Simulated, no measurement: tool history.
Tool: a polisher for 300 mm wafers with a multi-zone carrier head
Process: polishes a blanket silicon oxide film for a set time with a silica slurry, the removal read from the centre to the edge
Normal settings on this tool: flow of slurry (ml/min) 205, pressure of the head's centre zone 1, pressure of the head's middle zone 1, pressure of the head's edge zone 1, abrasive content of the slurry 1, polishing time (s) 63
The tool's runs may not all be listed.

run	hour	flow of slurry (ml/min)	pressure of the head's centre zone	pressure of the head's middle zone	pressure of the head's edge zone	abrasive content of the slurry	polishing time (s)	wafers since the last listed run	wafers polished on this pad	hours since the slurry nozzle was cleaned	hours since the centre zone pressure was calibrated	hours since the edge zone pressure was calibrated	hours since the carrier head's membrane was replaced	incoming thickness of the incoming film, nm	film removed at the wafer's centre (nm)	film removed at mid-radius (nm)	film removed at the wafer's edge (nm)
1	0	205	1	1	1	1	63	0	552	684.5	513	332.1	588.2	887.9	243.4	239.6	240.5
# hour 11.2: edge zone pressure recalibrated
2	30.6	205	1	1	1	1	63	351	904	715.1	543.6	19.4	618.8	882.2	243.9	242.3	234.4
# hour 55.8: worn pad replaced by a new one
3	64.3	205	1	1	1	1	63	365	104	748.8	577.3	53.1	652.5	883.5	255.2	249.4	247.5
4	78.3	205	1	1	1	1	63	172	277	762.8	591.3	67.1	666.5	883.3	246.4	249.7	244.9
5	100.8	205	1	1	1	1	63	276	553	785.3	613.8	89.6	689	886.7	245.1	249.5	242.7
6	117.3	205	1	1	1	1	63	202	756	801.8	630.3	106.1	705.5	879.1	237.4	241.1	242.7
7	137	205	1	1	1	1	63	242	999	821.5	650	125.8	725.2	889.9	240.5	233	237
# hour 150: worn pad replaced by a new one
8	161.7	205	1	1	1	1	63	254	144	846.2	674.7	150.5	749.9	868.9	251.4	242	243.8
# hour 167: carrier head's membrane replaced by a new one
9	195.3	205	1	1	1.04	1	63	351	496	879.8	708.3	184.1	28.3	878	247.8	243.8	249.5
10	209	205	1	1	1.04	1	63	168	664	893.5	722	197.8	42	877.2	239.2	239.7	245.3
# hour 212.3: centre zone pressure recalibrated
11	244.1	205	1	1	1	1	63	407	1071	928.6	31.8	232.9	77.1	890.1	237	233.3	228.8
# hour 259.3: worn pad replaced by a new one
# hour 271.5: slurry nozzle cleaned
12	278.9	265	1	1.04	1.05	1	63	366	229	7.4	66.6	267.7	111.9	874.1	248.6	260	253.8
13	293.8	205	0.95	1	1.09	1	71	183	412	22.3	81.5	282.6	126.8	878.7	262.2	275.6	282.9
14	306.3	205	1	1	1	1	83	153	566	34.8	94	295.1	139.3	882.4	328.3	314.3	315.4
15	329.7	205	1	1	1	1	63	287	854	58.2	117.4	318.5	162.7	872.2	243	242.3	237.6
# hour 356.8: edge zone pressure recalibrated
16	357.8	205	1	0.9	0.91	1	72	321	1175	86.3	145.5	1	190.8	882.1	266.4	242.9	248.5
# hour 368.9: worn pad replaced by a new one
17	390.9	205	1	1	1	1.3	63	357	271	119.4	178.6	34.1	223.9	874.5	286.1	281.1	283.6
18	412.4	205	1	1	1	1	63	264	535	140.9	200.1	55.6	245.4	876.1	249.7	244	244.2
19	443.2	205	0.96	1	1	1	63	378	914	171.7	230.9	86.4	276.2	871.6	232.2	235.4	241.5
# hour 466.6: worn pad replaced by a new one
20	467.3	205	1	1.11	1	1	63	247	8	195.8	255	110.5	300.3	882.4	251.4	270.9	247.5
21	490	205	1.1	1	1	1.25	63	279	287	218.5	277.7	133.2	323	890.7	308.9	276.3	276

Here are 4 independent what-if runs from the current tool condition. What would each one return?
A	490.4	205	1	1	1	1	63	4	292	218.9	278.1	133.6	323.4	881.4	?	?	?
B	490.4	205	1	1	1.09	1.2	63	4	292	218.9	278.1	133.6	323.4	881.4	?	?	?
C	490.4	270	1	1	1	1.15	63	4	292	218.9	278.1	133.6	323.4	881.4	?	?	?
D	490.4	230	1	1	1	0.75	63	4	292	218.9	278.1	133.6	323.4	881.4	?	?	?

run	film removed at the wafer's centre (nm)	film removed at mid-radius (nm)	film removed at the wafer's edge (nm)
A	253.8	246.7	243.3
B	280.6	272.7	280.6
C	282.1	273.4	268
D	209.4	203.3	200
Without the tool's unlogged condition, the same runs would have read:
run	film removed at the wafer's centre (nm)	film removed at mid-radius (nm)	film removed at the wafer's edge (nm)
A	254.7	247.5	244.1
B	281.6	273.6	281.6
C	283.1	274.4	269
D	210.2	204	200.7

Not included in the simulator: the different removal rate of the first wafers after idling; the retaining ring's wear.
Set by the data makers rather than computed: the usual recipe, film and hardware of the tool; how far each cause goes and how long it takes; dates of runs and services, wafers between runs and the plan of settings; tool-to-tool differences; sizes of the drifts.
